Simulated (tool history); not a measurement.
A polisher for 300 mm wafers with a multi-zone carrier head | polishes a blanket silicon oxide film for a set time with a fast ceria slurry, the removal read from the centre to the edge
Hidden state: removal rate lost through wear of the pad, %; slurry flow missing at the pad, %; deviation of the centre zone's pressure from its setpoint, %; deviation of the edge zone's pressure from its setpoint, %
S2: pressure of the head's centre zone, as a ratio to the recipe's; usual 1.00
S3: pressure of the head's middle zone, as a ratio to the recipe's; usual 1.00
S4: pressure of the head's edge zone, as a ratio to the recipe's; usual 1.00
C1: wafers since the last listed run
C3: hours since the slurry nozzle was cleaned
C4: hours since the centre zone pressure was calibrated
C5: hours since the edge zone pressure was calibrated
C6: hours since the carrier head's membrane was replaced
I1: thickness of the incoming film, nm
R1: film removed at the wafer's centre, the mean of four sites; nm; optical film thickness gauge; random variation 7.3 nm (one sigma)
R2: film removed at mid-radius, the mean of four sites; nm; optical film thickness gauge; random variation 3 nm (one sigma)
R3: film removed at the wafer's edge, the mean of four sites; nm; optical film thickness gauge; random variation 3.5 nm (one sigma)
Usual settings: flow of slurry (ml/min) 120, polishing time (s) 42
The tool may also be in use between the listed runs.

{"run": 1, "hour": 0.0, "flow of slurry (ml/min)": 120, "S2": 1.0, "S3": 1.0, "S4": 1.0, "polishing time (s)": 42, "C1": 0, "wafers polished on this pad": 1274, "C3": 132.8, "C4": 52.0, "C5": 631.7, "C6": 1291.5, "I1": 1564.7, "R1": 465.6, "R2": 472.7, "R3": 467.7}
{"run": 2, "hour": 40.2, "flow of slurry (ml/min)": 120, "S2": 1.0, "S3": 1.0, "S4": 1.0, "polishing time (s)": 42, "C1": 570, "wafers polished on this pad": 1844, "C3": 173.0, "C4": 92.2, "C5": 671.9, "C6": 1331.7, "I1": 1576.1, "R1": 469.2, "R2": 466.8, "R3": 465.7}
{"hour": 59.9, "done": "worn pad replaced by a new one"}
{"run": 3, "hour": 67.5, "flow of slurry (ml/min)": 120, "S2": 1.0, "S3": 1.0, "S4": 1.0, "polishing time (s)": 42, "C1": 330, "wafers polished on this pad": 107, "C3": 200.3, "C4": 119.5, "C5": 699.2, "C6": 1359.0, "I1": 1518.7, "R1": 509.1, "R2": 496.5, "R3": 489.5}
{"hour": 110.4, "done": "slurry nozzle cleaned"}
{"run": 4, "hour": 110.9, "flow of slurry (ml/min)": 120, "S2": 1.0, "S3": 1.0, "S4": 1.0, "polishing time (s)": 42, "C1": 601, "wafers polished on this pad": 709, "C3": 0.5, "C4": 162.9, "C5": 742.6, "C6": 1402.4, "I1": 1574.2, "R1": 479.9, "R2": 479.6, "R3": 471.7}
{"run": 5, "hour": 168.0, "flow of slurry (ml/min)": 120, "S2": 1.0, "S3": 1.0, "S4": 1.0, "polishing time (s)": 42, "C1": 810, "wafers polished on this pad": 1519, "C3": 57.6, "C4": 220.0, "C5": 799.7, "C6": 1459.5, "I1": 1552.3, "R1": 471.5, "R2": 470.8, "R3": 470.7}
{"run": 6, "hour": 225.5, "flow of slurry (ml/min)": 120, "S2": 1.0, "S3": 1.0, "S4": 1.0, "polishing time (s)": 42, "C1": 816, "wafers polished on this pad": 2335, "C3": 115.1, "C4": 277.5, "C5": 857.2, "C6": 1517.0, "I1": 1563.8, "R1": 477.9, "R2": 469.1, "R3": 468.7}
{"hour": 244.5, "done": "worn pad replaced by a new one"}
{"run": 7, "hour": 258.6, "flow of slurry (ml/min)": 120, "S2": 1.0, "S3": 1.0, "S4": 1.0, "polishing time (s)": 42, "C1": 412, "wafers polished on this pad": 200, "C3": 148.2, "C4": 310.6, "C5": 890.3, "C6": 1550.1, "I1": 1561.8, "R1": 448.1, "R2": 446.0, "R3": 443.1}
{"run": 8, "hour": 289.8, "flow of slurry (ml/min)": 120, "S2": 1.0, "S3": 1.0, "S4": 1.0, "polishing time (s)": 33, "C1": 442, "wafers polished on this pad": 642, "C3": 179.4, "C4": 341.8, "C5": 921.5, "C6": 1581.3, "I1": 1556.5, "R1": 354.3, "R2": 341.4, "R3": 343.5}
{"run": 9, "hour": 321.0, "flow of slurry (ml/min)": 120, "S2": 1.0, "S3": 1.0, "S4": 1.0, "polishing time (s)": 33, "C1": 442, "wafers polished on this pad": 1085, "C3": 210.6, "C4": 373.0, "C5": 952.7, "C6": 1612.5, "I1": 1578.2, "R1": 344.1, "R2": 334.7, "R3": 335.8}
{"hour": 363.8, "done": "slurry nozzle cleaned"}
{"run": 10, "hour": 387.9, "flow of slurry (ml/min)": 120, "S2": 1.0, "S3": 1.0, "S4": 1.0, "polishing time (s)": 33, "C1": 935, "wafers polished on this pad": 2020, "C3": 24.1, "C4": 439.9, "C5": 1019.6, "C6": 1679.4, "I1": 1557.0, "R1": 332.0, "R2": 328.6, "R3": 331.1}
{"hour": 424.1, "done": "centre zone pressure recalibrated"}
{"run": 11, "hour": 442.2, "flow of slurry (ml/min)": 120, "S2": 1.0, "S3": 1.0, "S4": 1.0, "polishing time (s)": 42, "C1": 742, "wafers polished on this pad": 2763, "C3": 78.4, "C4": 18.1, "C5": 1073.9, "C6": 1733.7, "I1": 1551.1, "R1": 430.0, "R2": 420.6, "R3": 421.8}
{"hour": 450.5, "done": "worn pad replaced by a new one, repeated, since the last time left the tool worse"}
{"run": 12, "hour": 493.7, "flow of slurry (ml/min)": 105, "S2": 1.0, "S3": 1.0, "S4": 0.94, "polishing time (s)": 29, "C1": 674, "wafers polished on this pad": 612, "C3": 129.9, "C4": 69.6, "C5": 1125.4, "C6": 1785.2, "I1": 1550.8, "R1": 330.2, "R2": 320.9, "R3": 312.6}
{"run": 13, "hour": 520.5, "flow of slurry (ml/min)": 130, "S2": 1.04, "S3": 1.0, "S4": 1.0, "polishing time (s)": 38, "C1": 380, "wafers polished on this pad": 993, "C3": 156.7, "C4": 96.4, "C5": 1152.2, "C6": 1812.0, "I1": 1557.3, "R1": 460.7, "R2": 435.6, "R3": 427.8}
{"hour": 551.2, "done": "carrier head's membrane replaced by a new one"}
{"hour": 564.2, "done": "edge zone pressure recalibrated"}
{"run": 14, "hour": 564.7, "flow of slurry (ml/min)": 105, "S2": 1.0, "S3": 1.04, "S4": 1.0, "polishing time (s)": 42, "C1": 527, "wafers polished on this pad": 1521, "C3": 200.9, "C4": 140.6, "C5": 0.5, "C6": 13.5, "I1": 1528.7, "R1": 455.9, "R2": 475.4, "R3": 457.6}
{"hour": 603.4, "done": "worn pad replaced by a new one"}
{"hour": 608.6, "done": "slurry nozzle cleaned"}
{"run": 15, "hour": 628.7, "flow of slurry (ml/min)": 120, "S2": 1.0, "S3": 1.0, "S4": 1.0, "polishing time (s)": 42, "C1": 837, "wafers polished on this pad": 344, "C3": 20.1, "C4": 204.6, "C5": 64.5, "C6": 77.5, "I1": 1545.6, "R1": 487.3, "R2": 484.8, "R3": 480.0}
{"run": 16, "hour": 657.6, "flow of slurry (ml/min)": 135, "S2": 1.0, "S3": 1.0, "S4": 1.0, "polishing time (s)": 42, "C1": 410, "wafers polished on this pad": 754, "C3": 49.0, "C4": 233.5, "C5": 93.4, "C6": 106.4, "I1": 1542.0, "R1": 494.1, "R2": 482.4, "R3": 486.2}
{"run": 17, "hour": 686.7, "flow of slurry (ml/min)": 90, "S2": 1.0, "S3": 1.09, "S4": 1.04, "polishing time (s)": 28, "C1": 412, "wafers polished on this pad": 1167, "C3": 78.1, "C4": 262.6, "C5": 122.5, "C6": 135.5, "I1": 1526.8, "R1": 299.7, "R2": 313.6, "R3": 305.9}
{"run": 18, "hour": 751.1, "flow of slurry (ml/min)": 160, "S2": 1.07, "S3": 1.0, "S4": 1.0, "polishing time (s)": 42, "C1": 913, "wafers polished on this pad": 2081, "C3": 142.5, "C4": 327.0, "C5": 186.9, "C6": 199.9, "I1": 1569.0, "R1": 539.3, "R2": 494.7, "R3": 473.6}
{"hour": 777.9, "done": "worn pad replaced by a new one"}
{"run": 19, "hour": 809.3, "flow of slurry (ml/min)": 85, "S2": 1.09, "S3": 1.0, "S4": 1.0, "polishing time (s)": 54, "C1": 769, "wafers polished on this pad": 445, "C3": 200.7, "C4": 385.2, "C5": 245.1, "C6": 258.1, "I1": 1549.7, "R1": 612.7, "R2": 571.9, "R3": 591.8}
{"run": 20, "hour": 855.6, "flow of slurry (ml/min)": 120, "S2": 1.0, "S3": 1.0, "S4": 1.0, "polishing time (s)": 47, "C1": 657, "wafers polished on this pad": 1102, "C3": 247.0, "C4": 431.5, "C5": 291.4, "C6": 304.4, "I1": 1544.0, "R1": 534.1, "R2": 529.9, "R3": 529.0}

5 ways to go on from here, each from the tool as it stands after run 20. What would each give?
{"run": "A", "hour": 856.0, "flow of slurry (ml/min)": 120, "S2": 1.0, "S3": 1.0, "S4": 1.0, "polishing time (s)": 42, "C1": 5, "wafers polished on this pad": 1107, "C3": 247.4, "C4": 431.9, "C5": 291.8, "C6": 304.8, "I1": 1528.9, "R1": "?", "R2": "?", "R3": "?"}
{"run": "B", "hour": 856.0, "flow of slurry (ml/min)": 100, "S2": 1.1, "S3": 0.92, "S4": 1.0, "polishing time (s)": 31, "C1": 5, "wafers polished on this pad": 1107, "C3": 247.4, "C4": 431.9, "C5": 291.8, "C6": 304.8, "I1": 1528.9, "R1": "?", "R2": "?", "R3": "?"}
{"run": "C", "hour": 856.0, "flow of slurry (ml/min)": 120, "S2": 1.08, "S3": 0.9, "S4": 1.0, "polishing time (s)": 53, "C1": 5, "wafers polished on this pad": 1107, "C3": 247.4, "C4": 431.9, "C5": 291.8, "C6": 304.8, "I1": 1528.9, "R1": "?", "R2": "?", "R3": "?"}
{"run": "D", "hour": 856.0, "flow of slurry (ml/min)": 135, "S2": 1.0, "S3": 1.0, "S4": 1.0, "polishing time (s)": 32, "C1": 5, "wafers polished on this pad": 1107, "C3": 247.4, "C4": 431.9, "C5": 291.8, "C6": 304.8, "I1": 1528.9, "R1": "?", "R2": "?", "R3": "?"}
{"run": "E", "hour": 856.0, "flow of slurry (ml/min)": 155, "S2": 1.0, "S3": 1.0, "S4": 1.08, "polishing time (s)": 42, "C1": 5, "wafers polished on this pad": 1107, "C3": 247.4, "C4": 431.9, "C5": 291.8, "C6": 304.8, "I1": 1528.9, "R1": "?", "R2": "?", "R3": "?"}

run=A R1=484.4 R2=467.6 R3=469.1
run=B R1=373.8 R2=309.4 R3=337.5
run=C R1=656.7 R2=540.1 R3=592.8
run=D R1=378.7 R2=364.5 R3=363.2
run=E R1=511.1 R2=490.2 R3=503.8
Without the tool's hidden state the same runs would have given:
run=A R1=509.8 R2=492.2 R3=493.8
run=B R1=393.4 R2=325.7 R3=355.2
run=C R1=691.2 R2=568.5 R3=624.0
run=D R1=398.6 R2=383.7 R3=382.3
run=E R1=537.9 R2=515.9 R3=530.3

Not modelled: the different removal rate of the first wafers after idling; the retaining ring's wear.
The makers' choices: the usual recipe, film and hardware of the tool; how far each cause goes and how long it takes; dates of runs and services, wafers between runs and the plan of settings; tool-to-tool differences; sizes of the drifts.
